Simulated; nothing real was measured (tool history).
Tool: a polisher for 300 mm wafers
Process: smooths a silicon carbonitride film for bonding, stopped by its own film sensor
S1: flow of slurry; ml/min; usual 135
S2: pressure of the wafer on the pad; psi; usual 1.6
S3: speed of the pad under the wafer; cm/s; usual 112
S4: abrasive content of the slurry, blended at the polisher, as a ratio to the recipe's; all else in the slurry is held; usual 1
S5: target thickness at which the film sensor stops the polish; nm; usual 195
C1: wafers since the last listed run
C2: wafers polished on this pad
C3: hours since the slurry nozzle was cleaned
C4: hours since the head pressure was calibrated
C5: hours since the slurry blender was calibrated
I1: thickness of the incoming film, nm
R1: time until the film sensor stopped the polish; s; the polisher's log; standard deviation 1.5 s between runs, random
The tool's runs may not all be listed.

| run | hour | S1 | S2 | S3 | S4 | S5 | C1 | C2 | C3 | C4 | C5 | I1 | R1 |
|---|---|---|---|---|---|---|---|---|---|---|---|---|---|
| 1 | 0 | 135 | 1.6 | 112 | 1 | 195 | 0 | 931 | 744.4 | 1053.8 | 14.1 | 222.6 | 116.1 |
|  | 24.2 | slurry nozzle cleaned |
| 2 | 43.3 | 135 | 1.6 | 94 | 1 | 195 | 305 | 1236 | 19.1 | 1097.1 | 57.4 | 218.7 | 108.8 |
| 3 | 95.1 | 135 | 1.6 | 112 | 1 | 195 | 373 | 1610 | 70.9 | 1148.9 | 109.2 | 216.5 | 83 |
|  | 98.5 | head pressure recalibrated |
| 4 | 149.4 | 135 | 1.6 | 112 | 1 | 195 | 377 | 1987 | 125.2 | 50.9 | 163.5 | 217.2 | 88 |
| 5 | 209.7 | 135 | 1.6 | 112 | 1 | 195 | 435 | 2423 | 185.5 | 111.2 | 223.8 | 223.2 | 110.8 |
| 6 | 269.9 | 135 | 1.6 | 112 | 1 | 195 | 434 | 2857 | 245.7 | 171.4 | 284 | 224.2 | 116.8 |
|  | 298.3 | worn pad replaced by a new one |
| 7 | 327.9 | 135 | 1.6 | 112 | 1 | 195 | 389 | 213 | 303.7 | 229.4 | 342 | 220 | 101.1 |
| 8 | 386 | 135 | 1.6 | 112 | 1 | 195 | 419 | 633 | 361.8 | 287.5 | 400.1 | 221.9 | 108.5 |
|  | 402.9 | slurry blender recalibrated |
| 9 | 420 | 135 | 1.6 | 112 | 1 | 192 | 230 | 864 | 395.8 | 321.5 | 17.1 | 222 | 123.6 |
| 10 | 463.3 | 135 | 1.6 | 112 | 1.2 | 190 | 312 | 1176 | 439.1 | 364.8 | 60.4 | 218.1 | 106.7 |
| 11 | 500.9 | 135 | 1.6 | 112 | 1.2 | 190 | 271 | 1448 | 476.7 | 402.4 | 98 | 216.4 | 103.2 |
| 12 | 694.5 | 135 | 1.6 | 112 | 1 | 195 | 1397 | 2845 | 670.3 | 596 | 291.6 | 221 | 105.2 |
|  | 709.8 | worn pad replaced by a new one |
| 13 | 753.8 | 135 | 1.6 | 112 | 1 | 195 | 399 | 317 | 729.6 | 655.3 | 350.9 | 222.6 | 114.3 |
|  | 781.2 | slurry blender recalibrated |
| 14 | 804.3 | 115 | 1.6 | 112 | 1 | 202 | 350 | 667 | 780.1 | 705.8 | 23.1 | 221.1 | 83.1 |
|  | 828.7 | slurry nozzle cleaned |
| 15 | 966.2 | 135 | 1.6 | 112 | 1 | 188 | 1161 | 1828 | 137.5 | 867.7 | 185 | 217.9 | 119.6 |
| 16 | 1024.9 | 115 | 1.6 | 112 | 1 | 202 | 423 | 2252 | 196.2 | 926.4 | 243.7 | 222.9 | 85.8 |
| 17 | 1095.2 | 175 | 2.1 | 98 | 1 | 190 | 507 | 2760 | 266.5 | 996.7 | 314 | 219.7 | 93.6 |
|  | 1107.4 | worn pad replaced by a new one |
| 18 | 1134.8 | 125 | 1.6 | 112 | 1 | 195 | 256 | 197 | 306.1 | 1036.3 | 353.6 | 217.1 | 90.6 |
| 19 | 1205.2 | 135 | 1.6 | 112 | 1 | 195 | 508 | 706 | 376.5 | 1106.7 | 424 | 218.7 | 97.8 |
|  | 1215.2 | slurry blender recalibrated |
| 20 | 1252.2 | 135 | 1.6 | 140 | 1.1 | 191 | 324 | 1030 | 423.5 | 1153.7 | 37 | 220.2 | 95.8 |
|  | 1294.8 | head pressure recalibrated |
| 21 | 1304 | 135 | 1.6 | 112 | 1 | 195 | 359 | 1390 | 475.3 | 9.2 | 88.8 | 218.4 | 95 |
| 22 | 1371.9 | 105 | 1.6 | 112 | 0.7 | 195 | 490 | 1880 | 543.2 | 77.1 | 156.7 | 216.7 | 106 |
| 23 | 1409.9 | 135 | 2.2 | 138 | 1 | 199 | 274 | 2154 | 581.2 | 115.1 | 194.7 | 220.3 | 53.2 |
| 24 | 1480.9 | 135 | 1.6 | 148 | 1 | 188 | 512 | 2667 | 652.2 | 186.1 | 265.7 | 218.2 | 100.7 |
| 25 | 1511.9 | 100 | 1.6 | 112 | 1 | 195 | 223 | 2891 | 683.2 | 217.1 | 296.7 | 217.5 | 101.4 |
|  | 1546.8 | worn pad replaced by a new one |
| 26 | 1575.7 | 135 | 1.6 | 112 | 1.2 | 195 | 431 | 208 | 747 | 280.9 | 360.5 | 223.6 | 109.7 |
| 27 | 1603.5 | 105 | 1.6 | 132 | 1 | 198 | 200 | 409 | 774.8 | 308.7 | 388.3 | 220.8 | 89.2 |
|  | 1613.8 | slurry nozzle cleaned |
|  | 1638.4 | slurry blender recalibrated |
| 28 | 1643.9 | 105 | 2 | 112 | 0.9 | 187 | 269 | 679 | 30.1 | 349.1 | 5.5 | 216.6 | 103 |
| 29 | 1706.7 | 160 | 1.6 | 92 | 1 | 195 | 453 | 1132 | 92.9 | 411.9 | 68.3 | 217.7 | 100.9 |
| 30 | 1811.7 | 135 | 1.6 | 74 | 1 | 195 | 757 | 1890 | 197.9 | 516.9 | 173.3 | 222.8 | 149.4 |

Pick out some run-to-run changes in R1. Of each, how much would a tool without hidden state show as well, from the settings, what came in and chance, and how much is left for the hidden state and any gauge scatter not in both results compared?
Unlogged tool condition in this case: removal rate lost through wear of the pad, %; slurry flow missing at the pad, %; deviation of the head's pressure from its setpoint, %; abrasive missing from the slurry, %.
Run 1 -> 2: S3 112 -> 94, slurry nozzle cleaned. R1 -7.3 s: hidden state -7.7, all else +0.4.
Run 14 -> 15: S1 115 -> 135, S5 202 -> 188, slurry nozzle cleaned. R1 +36.5 s: hidden state -5.1, all else +41.6.
Run 22 -> 23: S1 105 -> 135, S2 1.6 -> 2.2, S3 112 -> 138, S4 0.7 -> 1, S5 195 -> 199. R1 -52.8 s: hidden state -3, all else -49.8.
Run 23 -> 24: S2 2.2 -> 1.6, S3 138 -> 148, S5 199 -> 188. R1 +47.5 s: hidden state +3, all else +44.5.
Run 27 -> 28: S2 1.6 -> 2, S3 132 -> 112, S4 1 -> 0.9, S5 198 -> 187, slurry nozzle cleaned, slurry blender recalibrated. R1 +13.8 s: hidden state -6.7, all else +20.5.
Run 29 -> 30: S1 160 -> 135, S3 92 -> 74. R1 +48.5 s: hidden state +1.8, all else +46.7.

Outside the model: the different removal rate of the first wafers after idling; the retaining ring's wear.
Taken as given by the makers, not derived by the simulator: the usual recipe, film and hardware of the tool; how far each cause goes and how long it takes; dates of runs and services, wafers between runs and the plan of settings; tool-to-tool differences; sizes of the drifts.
